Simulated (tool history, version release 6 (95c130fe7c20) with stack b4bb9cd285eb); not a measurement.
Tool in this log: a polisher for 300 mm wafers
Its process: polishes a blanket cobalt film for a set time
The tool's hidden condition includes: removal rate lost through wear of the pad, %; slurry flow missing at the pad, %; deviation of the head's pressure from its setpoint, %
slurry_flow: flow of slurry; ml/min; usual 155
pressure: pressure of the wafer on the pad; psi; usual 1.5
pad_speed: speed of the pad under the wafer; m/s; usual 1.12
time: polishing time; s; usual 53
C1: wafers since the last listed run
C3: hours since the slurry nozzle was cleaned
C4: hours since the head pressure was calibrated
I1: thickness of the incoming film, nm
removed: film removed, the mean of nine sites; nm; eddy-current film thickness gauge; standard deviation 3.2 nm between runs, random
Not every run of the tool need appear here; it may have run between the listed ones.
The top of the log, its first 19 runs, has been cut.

Run 20, hour 584.8: usual settings but slurry_flow 205 ml/min, time 59 s; C1 286; wafers polished on this pad 855; C3 190.7; C4 1321.0; I1 1046.8. Result: removed 255.4 nm.
Run 21, hour 599.0: usual settings; C1 142; wafers polished on this pad 997; C3 204.9; C4 1335.2; I1 1059.5. Result: removed 221.0 nm.
Run 22, hour 625.8: usual settings but pressure 1.9 psi, pad_speed 1.44 m/s; C1 268; wafers polished on this pad 1265; C3 231.7; C4 1362.0; I1 1047.1. Result: removed 322.2 nm.
Run 23, hour 649.5: usual settings but slurry_flow 125 ml/min, pad_speed 1.34 m/s; C1 237; wafers polished on this pad 1502; C3 255.4; C4 1385.7; I1 1037.0. Result: removed 245.1 nm.
Run 24, hour 663.7: usual settings but slurry_flow 170 ml/min, pressure 1.3 psi, pad_speed 1.42 m/s, time 69 s; C1 142; wafers polished on this pad 1644; C3 269.6; C4 1399.9; I1 1037.9. Result: removed 325.2 nm.
Run 25, hour 676.0: usual settings but pad_speed 1.24 m/s; C1 123; wafers polished on this pad 1767; C3 281.9; C4 1412.2; I1 1037.8. Result: removed 237.4 nm.
At hour 683.4: slurry nozzle cleaned.
At hour 692.1: head pressure recalibrated.
At hour 712.6: worn pad replaced by a new one.
Run 26, hour 713.1: usual settings but slurry_flow 120 ml/min, pressure 1.7 psi; C1 301; wafers polished on this pad 4; C3 29.7; C4 21.0; I1 1053.1. Result: removed 224.2 nm.
Run 27, hour 746.7: usual settings but slurry_flow 205 ml/min, pressure 1.1 psi, pad_speed 1.26 m/s; C1 336; wafers polished on this pad 340; C3 63.3; C4 54.6; I1 1022.0. Result: removed 206.4 nm.
Run 28, hour 763.3: usual settings but pad_speed 1.02 m/s, time 44 s; C1 166; wafers polished on this pad 506; C3 79.9; C4 71.2; I1 1043.6. Result: removed 162.7 nm.
Run 29, hour 789.5: usual settings; C1 262; wafers polished on this pad 768; C3 106.1; C4 97.4; I1 1015.4. Result: removed 215.8 nm.
Run 30, hour 824.6: usual settings but slurry_flow 115 ml/min, pressure 1.3 psi; C1 351; wafers polished on this pad 1120; C3 141.2; C4 132.5; I1 1056.3. Result: removed 186.2 nm.
Run 31, hour 854.0: usual settings; C1 294; wafers polished on this pad 1414; C3 170.6; C4 161.9; I1 1028.9. Result: removed 216.4 nm.
Run 32, hour 889.7: usual settings; C1 357; wafers polished on this pad 1771; C3 206.3; C4 197.6; I1 1042.1. Result: removed 219.7 nm.
Run 33, hour 905.4: usual settings but slurry_flow 175 ml/min; C1 157; wafers polished on this pad 1928; C3 222.0; C4 213.3; I1 1062.8. Result: removed 223.3 nm.
At hour 930.5: worn pad replaced by a new one.
At hour 931.3: slurry nozzle cleaned.
Run 34, hour 931.8: usual settings but slurry_flow 180 ml/min, pressure 1.1 psi, pad_speed 1.00 m/s; C1 215; wafers polished on this pad 4; C3 0.5; C4 239.7; I1 1020.5. Result: removed 161.9 nm.
Run 35, hour 965.8: usual settings but slurry_flow 105 ml/min, pad_speed 0.88 m/s; C1 340; wafers polished on this pad 344; C3 34.5; C4 273.7; I1 1029.6. Result: removed 157.4 nm.
Run 36, hour 983.3: usual settings but pressure 1.9 psi; C1 175; wafers polished on this pad 519; C3 52.0; C4 291.2; I1 1054.0. Result: removed 253.3 nm.
Run 37, hour 999.7: usual settings but pressure 1.6 psi; C1 164; wafers polished on this pad 683; C3 68.4; C4 307.6; I1 1052.3. Result: removed 220.3 nm.

Consider 4 possible next runs. They are alternatives, not a sequence: every one starts from the tool as it was left by run 37. What does each give?
Run A, hour 1000.1: usual settings but time 48 s; C1 4; wafers polished on this pad 687; C3 68.8; C4 308.0; I1 1034.3. Result: removed ?.
Run B, hour 1000.1: usual settings but slurry_flow 110 ml/min, pressure 1.1 psi, time 43 s; C1 4; wafers polished on this pad 687; C3 68.8; C4 308.0; I1 1034.3. Result: removed ?.
Run C, hour 1000.1: usual settings but slurry_flow 180 ml/min, pressure 1.1 psi; C1 4; wafers polished on this pad 687; C3 68.8; C4 308.0; I1 1034.3. Result: removed ?.
Run D, hour 1000.1: usual settings but slurry_flow 105 ml/min; C1 4; wafers polished on this pad 687; C3 68.8; C4 308.0; I1 1034.3. Result: removed ?.

run  removed
  A    196.7
  B    133.1
  C    181.6
  D    198.6
With the hidden condition removed and each run's random variation left untouched, the same runs would have given:
run  removed
  A    196.7
  B    133.1
  C    181.6
  D    198.6
